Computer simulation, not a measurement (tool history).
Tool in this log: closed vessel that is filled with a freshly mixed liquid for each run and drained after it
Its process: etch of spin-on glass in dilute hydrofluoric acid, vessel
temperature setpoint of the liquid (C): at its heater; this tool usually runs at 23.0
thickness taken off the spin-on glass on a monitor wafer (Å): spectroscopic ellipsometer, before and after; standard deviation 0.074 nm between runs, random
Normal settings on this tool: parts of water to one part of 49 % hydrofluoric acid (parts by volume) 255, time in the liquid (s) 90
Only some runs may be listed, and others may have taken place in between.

run	day	temperature setpoint of the liquid (C)	parts of water to one part of 49 % hydrofluoric acid (parts by volume)	time in the liquid (s)	wafers since the last listed run	hours since the thermometer was replaced	hours since the hydrofluoric acid flow meter was replaced	hours since the gauge calibration	read-back film thickness of the spin-on glass reference wafer, read on the same gauge (nm)	thickness taken off the spin-on glass on a monitor wafer (Å)
1	0.000	23.0	215	90	0	101.1	592.1	514.1	112.96	98.8
2	1.338	23.0	215	90	2270	133.2	624.2	546.2	113.09	99.2
3	2.692	23.0	255	90	2298	165.7	656.7	578.7	113.26	80.5
4	4.083	23.0	255	90	2362	199.1	690.1	612.1	113.41	79.5
5	6.288	23.0	255	90	3741	252.0	743.0	665.0	113.62	80.7
6	9.000	23.0	255	90	4604	317.1	808.1	730.1	113.90	81.5
7	10.433	23.0	255	90	2432	351.5	842.5	764.5	114.05	79.8
8	11.688	23.0	255	90	2128	381.6	872.6	794.6	114.20	80.1
9	13.583	23.0	255	90	3217	427.1	918.1	840.1	114.40	80.4
10	15.596	23.0	255	90	3416	475.4	966.4	888.4	114.61	80.9
11	17.712	23.0	255	90	3592	526.2	1017.2	939.2	114.82	82.3
# day 20.188: thermometer replaced
12	20.408	27.0	255	90	4505	5.3	1081.9	1003.9	115.11	94.3
13	22.075	23.0	255	90	2828	45.3	1121.9	1043.9	115.30	81.9
14	23.596	23.0	255	90	2581	81.8	1158.4	1080.4	115.45	83.3
15	24.896	23.0	300	90	2206	113.0	1189.6	1111.6	115.61	65.8
16	26.183	23.0	255	90	2185	143.9	1220.5	1142.5	115.72	82.4
17	27.750	23.0	255	90	2659	181.5	1258.1	1180.1	115.89	82.3
# day 27.846: hydrofluoric acid flow meter replaced
18	36.079	20.5	300	130	14067	381.4	197.6	1380.0	116.76	89.4
19	37.558	23.0	140	70	2510	416.9	233.1	1415.5	116.93	134.5
20	39.808	27.0	145	140	3819	470.9	287.1	1469.5	117.18	301.2
21	42.446	23.0	255	65	4476	534.2	350.4	1532.8	117.44	59.7
# day 42.462: gauge calibrated
22	44.700	23.0	255	90	3826	588.3	404.5	53.7	110.78	77.7
# day 47.004: thermometer replaced
23	47.217	23.0	130	40	4201	5.1	464.9	114.1	111.05	79.2
24	48.771	23.0	255	90	2638	42.4	502.2	151.4	111.21	80.2
25	50.967	26.5	205	125	3727	95.1	554.9	204.1	111.45	164.1
26	53.271	20.5	335	50	3911	150.4	610.2	259.4	111.70	28.4
27	54.342	24.5	255	75	1817	176.1	635.9	285.1	111.80	69.8
28	57.054	26.5	255	120	4604	241.2	701.0	350.2	112.11	119.3
29	59.912	26.5	255	90	4851	309.8	769.6	418.8	112.41	91.8
30	61.929	19.5	255	55	3423	358.2	818.0	467.2	112.63	43.2
31	63.325	23.0	255	90	2369	391.7	851.5	500.7	112.77	80.2

Consider 3 possible next runs. They are alternatives, not a sequence: every one starts from the tool as it was left by run 31. What does each give?
A	63.354	23.0	255	90	49	392.4	852.2	501.4	?	?
B	63.354	19.0	325	115	49	392.4	852.2	501.4	?	?
C	63.354	19.0	135	65	49	392.4	852.2	501.4	?	?

run	read-back film thickness of the spin-on glass reference wafer, read on the same gauge (nm)	thickness taken off the spin-on glass on a monitor wafer (Å)
A	112.77	79.1
B	112.77	64.3
C	112.77	104.5
With no hidden state in the tool, these same runs would have given:
run	thickness taken off the spin-on glass on a monitor wafer (Å)
A	77.1
B	62.7
C	101.9
